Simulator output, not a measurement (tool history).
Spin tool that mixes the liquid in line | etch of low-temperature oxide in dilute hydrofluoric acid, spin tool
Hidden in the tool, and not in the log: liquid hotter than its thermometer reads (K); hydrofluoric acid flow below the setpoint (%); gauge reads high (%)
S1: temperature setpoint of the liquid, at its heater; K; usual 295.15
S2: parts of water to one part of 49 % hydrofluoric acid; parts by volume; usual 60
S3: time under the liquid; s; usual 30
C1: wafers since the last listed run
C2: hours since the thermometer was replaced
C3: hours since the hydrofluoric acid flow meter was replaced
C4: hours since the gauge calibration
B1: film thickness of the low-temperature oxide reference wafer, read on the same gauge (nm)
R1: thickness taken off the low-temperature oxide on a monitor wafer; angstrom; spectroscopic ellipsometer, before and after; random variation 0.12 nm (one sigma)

run,hour,S1,S2,S3,C1,C2,C3,C4,B1,R1
1,0.0,292.65,55,30,0,647.9,1451.2,747.2,139.99,166.3
2,41.8,292.65,55,30,663,689.7,1493.0,789.0,140.00,166.6
3,89.1,292.65,55,30,751,737.0,1540.3,836.3,140.02,166.7
4,146.6,295.15,60,30,912,794.5,1597.8,893.8,140.02,165.3
5,212.7,295.15,60,30,1049,860.6,1663.9,959.9,139.99,164.6
6,281.5,291.65,75,30,1092,929.4,1732.7,1028.7,139.99,111.0
7,404.2,291.65,75,30,1948,1052.1,1855.4,1151.4,140.00,111.4
8,458.9,291.65,75,30,868,1106.8,1910.1,1206.1,140.01,111.7
9,527.4,295.15,60,30,1087,1175.3,1978.6,1274.6,139.98,163.2
10,584.9,295.15,60,30,912,1232.8,2036.1,1332.1,140.01,162.7
# hour 638.0: gauge calibrated
# hour 658.7: thermometer replaced
11,676.3,295.15,55,30,1435,17.6,2127.5,38.3,139.99,178.2
12,712.6,295.15,55,30,576,53.9,2163.8,74.6,140.01,176.6
13,765.2,295.15,45,30,835,106.5,2216.4,127.2,140.01,220.4
14,861.8,295.15,45,30,1533,203.1,2313.0,223.8,140.01,219.8
# hour 897.2: hydrofluoric acid flow meter replaced
15,944.9,295.15,30,30,1303,286.2,47.7,306.9,140.03,369.4
16,1040.4,295.15,80,30,1516,381.7,143.2,402.4,140.00,129.9
17,1099.1,295.15,60,20,932,440.4,201.9,461.1,139.99,116.5
18,1261.0,295.15,60,15,2570,602.3,363.8,623.0,140.01,88.0
19,1304.0,295.15,45,15,682,645.3,406.8,666.0,140.00,119.1
20,1390.5,300.15,35,20,1373,731.8,493.3,752.5,140.00,253.0
21,1479.8,291.65,75,30,1417,821.1,582.6,841.8,140.01,117.2
22,1569.0,298.65,80,25,1416,910.3,671.8,931.0,140.01,121.1
23,1606.5,300.15,85,15,595,947.8,709.3,968.5,140.00,72.4

Forecast run 24:
24,1678.1,295.15,60,30,1136,1019.4,780.9,1040.1,?,?

{"run 24": {"B1": 139.99, "R1": 171.7}}
Without the tool's hidden state the same run would have given R1 179.2 angstrom.
